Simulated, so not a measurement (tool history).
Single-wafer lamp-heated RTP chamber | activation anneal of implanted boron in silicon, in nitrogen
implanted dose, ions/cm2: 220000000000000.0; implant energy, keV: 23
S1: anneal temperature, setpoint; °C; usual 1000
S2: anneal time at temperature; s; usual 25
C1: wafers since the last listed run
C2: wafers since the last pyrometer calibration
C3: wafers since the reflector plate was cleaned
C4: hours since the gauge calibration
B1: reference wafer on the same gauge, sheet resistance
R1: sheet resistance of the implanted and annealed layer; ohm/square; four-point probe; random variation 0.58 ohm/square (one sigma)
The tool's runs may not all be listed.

| run | day | S1 | S2 | C1 | C2 | C3 | C4 | B1 | R1 |
|---|---|---|---|---|---|---|---|---|---|
| 1 | 0.000 | 1000 | 25 | 0 | 7370 | 2930 | 332.1 | 322.91 | 384.86 |
| 2 | 0.571 | 1000 | 25 | 288 | 7659 | 3219 | 345.8 | 323.20 | 383.88 |
|  | 1.100 | pyrometer window cleaned and pyrometer calibrated |
| 3 | 1.150 | 1000 | 25 | 124 | 26 | 3344 | 359.7 | 323.00 | 387.65 |
| 4 | 1.658 | 1000 | 25 | 257 | 283 | 3601 | 371.9 | 322.96 | 386.78 |
| 5 | 3.083 | 1000 | 25 | 721 | 1004 | 4322 | 406.1 | 322.84 | 385.86 |
| 6 | 4.408 | 1020 | 17 | 670 | 1675 | 4992 | 437.9 | 323.15 | 384.36 |
| 7 | 5.058 | 1020 | 17 | 328 | 2003 | 5321 | 453.5 | 323.04 | 383.80 |
| 8 | 8.242 | 1020 | 17 | 1610 | 3614 | 6932 | 529.9 | 323.07 | 383.75 |
| 9 | 9.733 | 1000 | 25 | 754 | 4369 | 7687 | 565.7 | 323.03 | 385.90 |
|  | 10.283 | gauge calibrated |
| 10 | 10.971 | 1000 | 25 | 626 | 4995 | 8313 | 16.5 | 323.09 | 384.51 |
| 11 | 11.933 | 993 | 25 | 487 | 5482 | 8800 | 39.6 | 323.04 | 386.84 |
| 12 | 12.975 | 1016 | 25 | 527 | 6009 | 9327 | 64.6 | 323.01 | 384.20 |
| 13 | 14.275 | 1009 | 30 | 657 | 6667 | 9985 | 95.8 | 323.21 | 382.62 |
| 14 | 14.858 | 1000 | 25 | 295 | 6962 | 10280 | 109.8 | 323.15 | 384.65 |
|  | 15.217 | reflector plate cleaned |
| 15 | 15.958 | 993 | 25 | 387 | 7350 | 376 | 136.2 | 323.06 | 386.98 |
|  | 16.604 | pyrometer window cleaned and pyrometer calibrated |
| 16 | 17.162 | 990 | 17 | 440 | 283 | 816 | 165.1 | 322.94 | 391.58 |
| 17 | 17.817 | 1000 | 25 | 331 | 614 | 1147 | 180.8 | 323.04 | 386.45 |
| 18 | 18.996 | 1000 | 25 | 596 | 1211 | 1744 | 209.1 | 323.06 | 386.18 |
| 19 | 19.642 | 1025 | 18 | 326 | 1538 | 2071 | 224.6 | 323.00 | 384.17 |
| 20 | 20.796 | 1029 | 20 | 584 | 2122 | 2655 | 252.3 | 323.00 | 382.73 |
| 21 | 21.933 | 1000 | 20 | 575 | 2697 | 3230 | 279.6 | 323.10 | 386.33 |
| 22 | 22.921 | 1012 | 35 | 499 | 3197 | 3730 | 303.3 | 323.15 | 382.17 |

5 ways to go on from here, each from the tool as it stands after run 22. What would each give?
| A | 22.938 | 1000 | 25 | 8 | 3205 | 3739 | 303.7 | ? | ? |
| B | 22.938 | 980 | 29 | 8 | 3205 | 3739 | 303.7 | ? | ? |
| C | 22.938 | 989 | 25 | 8 | 3205 | 3739 | 303.7 | ? | ? |
| D | 22.938 | 971 | 34 | 8 | 3205 | 3739 | 303.7 | ? | ? |
| E | 22.938 | 1027 | 35 | 8 | 3205 | 3739 | 303.7 | ? | ? |

| run | B1 | R1 |
|---|---|---|
| A | 322.99 | 385.30 |
| B | 322.99 | 391.90 |
| C | 322.99 | 388.42 |
| D | 322.99 | 397.03 |
| E | 322.99 | 382.09 |
Without the tool's hidden state the same runs would have given:
| run | R1 |
|---|---|
| A | 386.76 |
| B | 395.92 |
| C | 391.13 |
| D | 402.91 |
| E | 382.37 |

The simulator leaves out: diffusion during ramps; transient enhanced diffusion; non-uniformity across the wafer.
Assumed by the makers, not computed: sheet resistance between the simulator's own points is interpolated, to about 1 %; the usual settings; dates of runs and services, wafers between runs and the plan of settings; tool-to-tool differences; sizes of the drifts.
